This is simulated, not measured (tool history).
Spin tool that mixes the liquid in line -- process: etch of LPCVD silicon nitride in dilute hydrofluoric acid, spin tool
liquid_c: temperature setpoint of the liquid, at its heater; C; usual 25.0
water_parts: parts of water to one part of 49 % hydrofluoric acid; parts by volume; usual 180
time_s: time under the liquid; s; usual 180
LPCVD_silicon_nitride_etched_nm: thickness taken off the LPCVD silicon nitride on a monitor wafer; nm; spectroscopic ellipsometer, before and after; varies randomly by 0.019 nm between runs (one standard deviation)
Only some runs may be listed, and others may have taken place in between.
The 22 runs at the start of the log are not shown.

run    hour  liquid_c  water_parts  time_s  read-back film thickness of the LPCVD silicon nitride reference wafer, read on the same gauge (nm)  LPCVD_silicon_nitride_etched_nm
 23  1755.0      28.5          260      80                                                                                              30.011                            0.163
 24  1795.5      25.0          180     180                                                                                              29.989                            0.434
 25  1879.5      29.5          180     180                                                                                              29.982                            0.574
 26  1942.8      25.0          180     180                                                                                              30.017                            0.422
 27  1997.9      25.0          235     290                                                                                              29.991                            0.543
 28  2066.6      25.0          180     180                                                                                              29.954                            0.423
 29  2113.7      25.0          180     215                                                                                              30.007                            0.511
 30  2191.3      25.0          180     180                                                                                              30.042                            0.411
 31  2295.2      25.0          180     180                                                                                              30.024                            0.417
 32  2340.9      25.0          120     180                                                                                              30.021                            0.656

Each row is a separate what-if for the run after 32, all from the same tool condition, not one after another. Results?
  A  2341.4      25.0          180     180                                                                                                   ?                                ?
  B  2341.4      21.5          150     120                                                                                                   ?                                ?
  C  2341.4      28.5          115     225                                                                                                   ?                                ?
  D  2341.4      25.0          265     180                                                                                                   ?                                ?

run  read-back film thickness of the LPCVD silicon nitride reference wafer, read on the same gauge (nm)  LPCVD_silicon_nitride_etched_nm
  A                                                                                              30.015                            0.435
  B                                                                                              30.015                            0.276
  C                                                                                              30.015                            1.062
  D                                                                                              30.015                            0.297
Without the tool's unlogged condition, the same runs would have read:
run  LPCVD_silicon_nitride_etched_nm
  A                            0.468
  B                            0.298
  C                            1.141
  D                            0.318
